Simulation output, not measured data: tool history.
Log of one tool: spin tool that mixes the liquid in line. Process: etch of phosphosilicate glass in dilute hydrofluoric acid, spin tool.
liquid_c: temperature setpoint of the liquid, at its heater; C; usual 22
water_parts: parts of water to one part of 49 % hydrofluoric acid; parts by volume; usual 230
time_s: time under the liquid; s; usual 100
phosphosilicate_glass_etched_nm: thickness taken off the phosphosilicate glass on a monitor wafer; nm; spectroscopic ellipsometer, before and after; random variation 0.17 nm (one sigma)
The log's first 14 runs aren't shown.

run    hour  liquid_c  water_parts  time_s  read-back film thickness of the phosphosilicate glass reference wafer, read on the same gauge (nm)  phosphosilicate_glass_etched_nm
      735.4  -- thermometer replaced
      861.4  -- gauge calibrated
 15   892.1      20.5          335     100                                                                                               59.98                            25.71
 16  1045.1      26.5          150     140                                                                                               60.01                           120.99
 17  1110.5        22          180     100                                                                                               60.02                             59.5
 18  1167.1        22          230     100                                                                                               60.01                            44.32
 19  1237.7        22          130     100                                                                                                  60                            88.64
     1244.9  -- thermometer replaced, repeated, since the last time left the tool worse
 20  1287.3      19.5          230     100                                                                                               60.01                            36.43
 21  1326.8        22          230     100                                                                                               59.99                             39.9
 22  1384.7        22          230     100                                                                                               59.98                            40.19
 23  1451.3        25          285      65                                                                                               59.96                            22.26
 24  1515.7        22          230     100                                                                                               60.01                            40.27
 25  1585.7        25          340      70                                                                                                  60                            19.25
 26  1657.2        20          140     120                                                                                               60.04                             81.9
 27  1690.5        24          305      70                                                                                               59.98                            21.49
 28  1804.6        22          125     100                                                                                               60.02                            85.04
 29  1948.6      23.5          165     100                                                                                               60.02                               66
 30  1986.7        22          230     100                                                                                                  60                            41.74
       2017  -- thermometer replaced
 31  2056.6        24          230     130                                                                                               59.99                            55.02
 32    2116        22          230     100                                                                                               60.03                            40.07
 33  2172.8        22          230     100                                                                                               59.99                            39.92

Forecast each of these 3 alternatives for the next run:
  A  2173.2        22          230      70                                                                                                   ?                                ?
  B  2173.2        22          150      80                                                                                                   ?                                ?
  C  2173.2        22          230     120                                                                                                   ?                                ?

run  read-back film thickness of the phosphosilicate glass reference wafer, read on the same gauge (nm)  phosphosilicate_glass_etched_nm
  A                                                                                               60.02                            27.92
  B                                                                                               60.02                            53.21
  C                                                                                               60.02                            47.86
Without the tool's hidden state the same runs would have given:
run  phosphosilicate_glass_etched_nm
  A                            27.55
  B                            52.47
  C                            47.23
